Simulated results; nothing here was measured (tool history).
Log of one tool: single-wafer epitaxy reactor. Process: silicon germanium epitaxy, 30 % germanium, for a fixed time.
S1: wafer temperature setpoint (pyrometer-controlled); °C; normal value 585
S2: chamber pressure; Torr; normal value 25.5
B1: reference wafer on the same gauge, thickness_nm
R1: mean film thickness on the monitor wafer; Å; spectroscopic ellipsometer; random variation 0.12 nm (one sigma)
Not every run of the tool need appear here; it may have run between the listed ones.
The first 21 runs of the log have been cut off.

run 22 day=9.121 | S1=581 S2=25.5 | B1=50.068 | R1=479.79
run 23 day=9.55 | S1=575 S2=22.8 | B1=50.039 | R1=405.66
run 24 day=10 | S1=594 S2=23.5 | B1=49.989 | R1=589.86
run 25 day=10.696 | S1=592 S2=23.5 | B1=50.014 | R1=568.49
run 26 day=11.433 | S1=585 S2=25.5 | B1=49.975 | R1=517.06
run 27 day=12.858 | S1=592 S2=23.5 | B1=50.016 | R1=567.59
run 28 day=13.208 | S1=585 S2=25.5 | B1=50.009 | R1=518.66
run 29 day=14.204 | S1=574 S2=27.5 | B1=49.999 | R1=435.39
run 30 day=14.462 | S1=585 S2=25.5 | B1=50.035 | R1=517.85
run 31 day=14.896 | S1=592 S2=31.3 | B1=49.989 | R1=646.46
run 32 day=15.204 | S1=585 S2=25.5 | B1=50.02 | R1=520.02
run 33 day=15.633 | S1=574 S2=27.5 | B1=50.006 | R1=434.45
-- day=15.808 gauge calibrated
run 34 day=16.017 | S1=594 S2=25.5 | B1=49.956 | R1=612.37

5 options for the next run, each taken on its own from the tool as it stands now. Forecast them:
run A day=16.033 | S1=585 S2=25.5 | B1=? | R1=?
run B day=16.033 | S1=592 S2=30.5 | B1=? | R1=?
run C day=16.033 | S1=597 S2=28 | B1=? | R1=?
run D day=16.033 | S1=571 S2=20.5 | B1=? | R1=?
run E day=16.033 | S1=599 S2=25.5 | B1=? | R1=?

run=A B1=50.001 R1=517.35
run=B B1=50.001 R1=637.54
run=C B1=50.001 R1=672.51
run=D B1=50.001 R1=359.33
run=E B1=50.001 R1=668.8
Without the tool's unlogged condition, the same runs would have read:
run=A R1=517.68
run=B R1=637.95
run=C R1=672.95
run=D R1=359.56
run=E R1=669.23

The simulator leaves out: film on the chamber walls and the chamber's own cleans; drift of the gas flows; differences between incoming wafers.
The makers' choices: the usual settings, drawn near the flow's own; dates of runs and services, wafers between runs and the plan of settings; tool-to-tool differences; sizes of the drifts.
